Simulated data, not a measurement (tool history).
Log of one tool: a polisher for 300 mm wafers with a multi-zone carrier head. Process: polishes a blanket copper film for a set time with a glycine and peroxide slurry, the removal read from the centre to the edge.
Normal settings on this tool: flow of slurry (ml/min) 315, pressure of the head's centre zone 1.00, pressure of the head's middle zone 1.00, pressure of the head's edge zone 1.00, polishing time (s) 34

run,hour,flow of slurry (ml/min),pressure of the head's centre zone,pressure of the head's middle zone,pressure of the head's edge zone,polishing time (s),wafers since the last listed run,wafers polished on this pad,hours since the slurry nozzle was cleaned,hours since the centre zone pressure was calibrated,hours since the edge zone pressure was calibrated,hours since the carrier head's membrane was replaced,"incoming thickness of the incoming film, nm",film removed at the wafer's centre (nm),film removed at mid-radius (nm),film removed at the wafer's edge (nm)
1,0.0,290,1.00,1.00,1.00,34,0,1321,370.5,316.3,578.6,383.9,1324.9,175.0,165.9,162.3
# hour 5.7: slurry nozzle cleaned
# hour 9.5: worn pad replaced by a new one
2,13.8,315,1.00,1.00,1.00,34,96,45,8.1,330.1,592.4,397.7,1344.6,173.1,169.5,160.7
3,32.7,315,1.00,1.00,1.00,34,201,247,27.0,349.0,611.3,416.6,1322.2,176.8,166.3,164.0
4,56.5,315,1.00,1.00,1.00,34,254,501,50.8,372.8,635.1,440.4,1334.6,174.7,166.8,163.9
5,135.2,315,1.00,1.00,1.00,34,840,1342,129.5,451.5,713.8,519.1,1359.3,173.4,166.9,164.6
# hour 150.3: worn pad replaced by a new one
6,166.3,315,1.00,1.00,1.00,34,289,171,160.6,482.6,744.9,550.2,1337.3,180.5,168.4,163.6
7,194.6,315,1.00,1.00,1.00,34,302,473,188.9,510.9,773.2,578.5,1349.7,177.3,167.2,160.2
8,224.4,315,1.00,1.00,1.00,34,318,791,218.7,540.7,803.0,608.3,1368.0,177.1,166.7,164.8
9,301.6,315,0.91,1.00,1.00,34,824,1616,295.9,617.9,880.2,685.5,1336.6,164.3,168.6,164.6
# hour 318.2: worn pad replaced by a new one
10,318.7,315,0.91,1.00,1.00,34,139,5,313.0,635.0,897.3,702.6,1358.6,163.7,168.1,162.1
11,333.3,230,0.96,1.00,0.94,34,155,161,327.6,649.6,911.9,717.2,1319.5,165.4,163.2,153.5
12,367.4,315,1.00,1.00,1.00,34,364,525,361.7,683.7,946.0,751.3,1353.8,177.2,167.3,163.6
# hour 372.6: slurry nozzle cleaned
13,392.9,315,1.00,1.00,1.00,34,261,787,20.3,709.2,971.5,776.8,1334.3,177.2,167.8,168.1
14,426.0,315,0.97,1.10,1.08,30,353,1140,53.4,742.3,1004.6,809.9,1341.1,153.6,159.8,154.9
# hour 454.0: edge zone pressure recalibrated
15,454.5,420,0.95,1.08,1.00,34,283,1423,81.9,770.8,0.5,838.4,1338.3,176.3,182.5,166.6
# hour 484.7: worn pad replaced by a new one
16,485.2,315,0.97,1.00,1.08,34,285,5,112.6,801.5,31.2,869.1,1329.3,177.1,168.1,170.3
17,510.2,315,1.00,1.00,1.00,34,267,272,137.6,826.5,56.2,894.1,1318.8,178.6,170.4,164.0
# hour 581.1: carrier head's membrane replaced by a new one
# hour 592.1: centre zone pressure recalibrated
18,600.2,210,1.04,1.00,1.04,41,886,1158,227.6,8.1,146.2,19.1,1351.8,201.5,190.9,192.6
19,620.6,315,1.00,1.08,1.00,34,217,1376,248.0,28.5,166.6,39.5,1338.2,169.1,177.8,167.2
20,635.5,315,1.00,1.00,1.00,44,159,1535,262.9,43.4,181.5,54.4,1356.1,218.4,212.0,208.1
# hour 660.2: worn pad replaced by a new one
21,717.8,315,1.00,1.00,1.00,34,836,615,345.2,125.7,263.8,136.7,1315.8,175.3,169.8,163.0
22,751.8,375,1.00,1.00,1.00,34,363,978,379.2,159.7,297.8,170.7,1338.6,177.8,169.9,162.5

For each run, the measured value with the value that run would have given without the tool's hidden condition subtracted. The run-to-run variation is shared by both, the gauge scatter possibly not:
Hidden state at play: removal rate lost through wear of the pad, %; slurry flow missing at the pad, %; deviation of the centre zone's pressure from its setpoint, %; deviation of the edge zone's pressure from its setpoint, %.
run,film removed at the wafer's centre (nm)
1,+10.2
2,+10.3
3,+10.8
4,+10.9
5,+11.6
6,+12.3
7,+12.3
8,+12.4
9,+12.0
10,+12.1
11,+12.2
12,+13.1
13,+13.2
14,+11.6
15,+13.3
16,+13.5
17,+13.6
18,+2.8
19,+3.2
20,+5.0
21,+6.8
22,+7.8
film removed at mid-radius (nm): at most 0.1 away from the measurement, every run.
film removed at the wafer's edge (nm): measured minus the no-hidden-state value equals 0 in all runs.

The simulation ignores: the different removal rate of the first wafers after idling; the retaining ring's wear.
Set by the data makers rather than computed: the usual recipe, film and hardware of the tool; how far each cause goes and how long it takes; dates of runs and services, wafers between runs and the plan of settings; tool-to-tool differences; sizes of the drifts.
